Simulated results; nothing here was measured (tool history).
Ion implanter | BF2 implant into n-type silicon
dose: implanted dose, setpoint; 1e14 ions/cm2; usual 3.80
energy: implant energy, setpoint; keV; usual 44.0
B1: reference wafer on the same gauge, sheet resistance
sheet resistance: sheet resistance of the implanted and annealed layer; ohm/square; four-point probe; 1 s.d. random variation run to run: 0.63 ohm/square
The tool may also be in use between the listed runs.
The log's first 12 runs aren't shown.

run 13 hour=641.4 | dose=3.80 energy=44.0 | B1=240.03 | sheet_resistance=268.57
run 14 hour=688.6 | dose=3.80 energy=55.5 | B1=240.01 | sheet_resistance=262.19
run 15 hour=728.5 | dose=3.80 energy=44.0 | B1=240.33 | sheet_resistance=267.97
run 16 hour=755.6 | dose=2.74 energy=32.5 | B1=240.10 | sheet_resistance=366.34
run 17 hour=811.4 | dose=3.80 energy=34.5 | B1=240.11 | sheet_resistance=275.64
run 18 hour=876.0 | dose=3.80 energy=44.0 | B1=240.20 | sheet_resistance=268.12
run 19 hour=938.3 | dose=3.11 energy=31.0 | B1=240.20 | sheet_resistance=329.62
run 20 hour=970.1 | dose=3.80 energy=38.0 | B1=240.29 | sheet_resistance=272.27
run 21 hour=995.3 | dose=4.63 energy=55.0 | B1=239.97 | sheet_resistance=220.76
-- hour=1017.5 gauge calibrated
-- hour=1031.0 Faraday cup replaced and dose calibrated
run 22 hour=1064.7 | dose=4.88 energy=39.5 | B1=240.24 | sheet_resistance=212.86
run 23 hour=1095.1 | dose=4.68 energy=48.0 | B1=239.64 | sheet_resistance=217.13
run 24 hour=1162.7 | dose=3.02 energy=40.0 | B1=240.03 | sheet_resistance=321.81
run 25 hour=1213.8 | dose=3.80 energy=49.0 | B1=239.89 | sheet_resistance=258.05
run 26 hour=1247.5 | dose=4.74 energy=44.0 | B1=240.01 | sheet_resistance=215.10
run 27 hour=1277.4 | dose=4.71 energy=50.0 | B1=240.04 | sheet_resistance=214.33
run 28 hour=1314.6 | dose=4.10 energy=37.5 | B1=240.08 | sheet_resistance=247.29
-- hour=1332.7 extraction supply calibrated
run 29 hour=1356.8 | dose=3.80 energy=44.0 | B1=240.13 | sheet_resistance=259.61
run 30 hour=1418.4 | dose=4.93 energy=35.5 | B1=239.88 | sheet_resistance=212.67
run 31 hour=1472.4 | dose=3.80 energy=44.0 | B1=239.97 | sheet_resistance=258.47
-- hour=1526.8 Faraday cup replaced and dose calibrated, repeated, since the last time left the tool worse
run 32 hour=1540.8 | dose=3.80 energy=44.0 | B1=240.01 | sheet_resistance=273.20

Expected results for the next run?
run 33 hour=1599.8 | dose=3.18 energy=40.0 | B1=? | sheet_resistance=?

B1: 239.82
sheet resistance: 320.18 ohm/square
With the hidden condition absent and the run-to-run variation left alone, this run would have shown sheet resistance 321.29 ohm/square.
